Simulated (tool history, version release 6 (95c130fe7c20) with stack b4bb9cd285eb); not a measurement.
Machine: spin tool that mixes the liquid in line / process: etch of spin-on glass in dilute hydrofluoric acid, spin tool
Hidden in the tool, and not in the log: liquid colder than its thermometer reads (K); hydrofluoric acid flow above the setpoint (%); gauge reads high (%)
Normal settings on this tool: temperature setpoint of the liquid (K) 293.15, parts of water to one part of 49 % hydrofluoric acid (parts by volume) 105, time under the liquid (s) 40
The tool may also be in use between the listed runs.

run	day	temperature setpoint of the liquid (K)	parts of water to one part of 49 % hydrofluoric acid (parts by volume)	time under the liquid (s)	wafers since the last listed run	hours since the thermometer was replaced	hours since the hydrofluoric acid flow meter was replaced	hours since the gauge calibration	read-back film thickness of the spin-on glass reference wafer, read on the same gauge (nm)	thickness taken off the spin-on glass on a monitor wafer (Å)
1	0	291.65	145	40	0	1178.6	12.2	464.3	110.01	138.9
2	2.467	293.15	105	35	828	1237.8	71.4	523.5	110.03	185.4
3	4.979	293.15	105	40	843	1298.1	131.7	583.8	110.01	212.3
4	7.75	293.15	105	40	930	1364.6	198.2	650.3	110.02	211.1
5	8.821	297.15	135	40	359	1390.3	223.9	676	110	189.3
6	11.233	297.15	135	40	810	1448.2	281.8	733.9	109.99	186.9
7	12.883	293.15	105	40	554	1487.8	321.4	773.5	109.98	212.5
8	13.95	293.15	105	40	358	1513.4	347	799.1	109.97	211.4
9	15.679	293.15	105	40	580	1554.9	388.5	840.6	110.01	211.8
10	17.967	293.15	105	40	768	1609.8	443.4	895.5	109.97	213
11	19.042	293.15	105	40	360	1635.6	469.2	921.3	109.99	211.3
# day 21.171: thermometer replaced
12	26.033	293.15	105	40	2333	116.7	637	1089.1	109.97	211.7
13	28.104	296.65	105	30	695	166.4	686.7	1138.8	110.02	181.9
14	29.192	293.15	120	40	365	192.5	712.8	1164.9	109.99	182.8
15	30.446	293.15	120	40	421	222.6	742.9	1195	109.98	182.6
16	33.138	290.15	140	30	903	287.2	807.5	1259.6	110.02	102.1
17	35.738	293.15	105	25	873	349.6	869.9	1322	110	132.3
18	37.358	293.15	105	40	544	388.5	908.8	1360.9	109.98	212.2
19	40	293.15	145	40	887	451.9	972.2	1424.3	110	148
20	42.262	290.65	105	40	759	506.2	1026.5	1478.6	110	191.4
21	45.196	297.15	135	40	985	576.6	1096.9	1549	110.04	187.7
22	46.946	296.65	90	40	587	618.6	1138.9	1591	110.01	291.8
23	48.296	290.65	105	55	453	651	1171.3	1623.4	109.99	264.9
# day 48.65: hydrofluoric acid flow meter replaced
# day 52.254: gauge calibrated
24	53.412	293.15	80	25	1704	773.8	114.3	27.8	110.03	179
25	54.554	290.15	105	25	383	801.2	141.7	55.2	109.99	117.9
26	55.888	293.15	105	40	447	833.2	173.7	87.2	110.01	211.5
27	58.425	296.65	140	50	852	894.1	234.6	148.1	110.03	220
28	60.658	290.65	65	45	749	947.7	288.2	201.7	109.98	362.3
29	63.204	290.15	105	40	854	1008.8	349.3	262.8	110	186.5
30	66.204	290.15	85	50	1007	1080.8	421.3	334.8	109.99	292.2
31	67.304	295.65	70	25	369	1107.2	447.7	361.2	110	231.2
32	69.5	293.15	130	40	737	1159.9	500.4	413.9	109.99	167.1
33	71.729	293.15	105	40	748	1213.4	553.9	467.4	110.02	212.5

List, for all runs, the conditions of the tool that the log does not record:
liquid colder than its thermometer reads (K): 0 on each run
hydrofluoric acid flow above the setpoint (%): 0 on each run
gauge reads high (%): 0 on each run
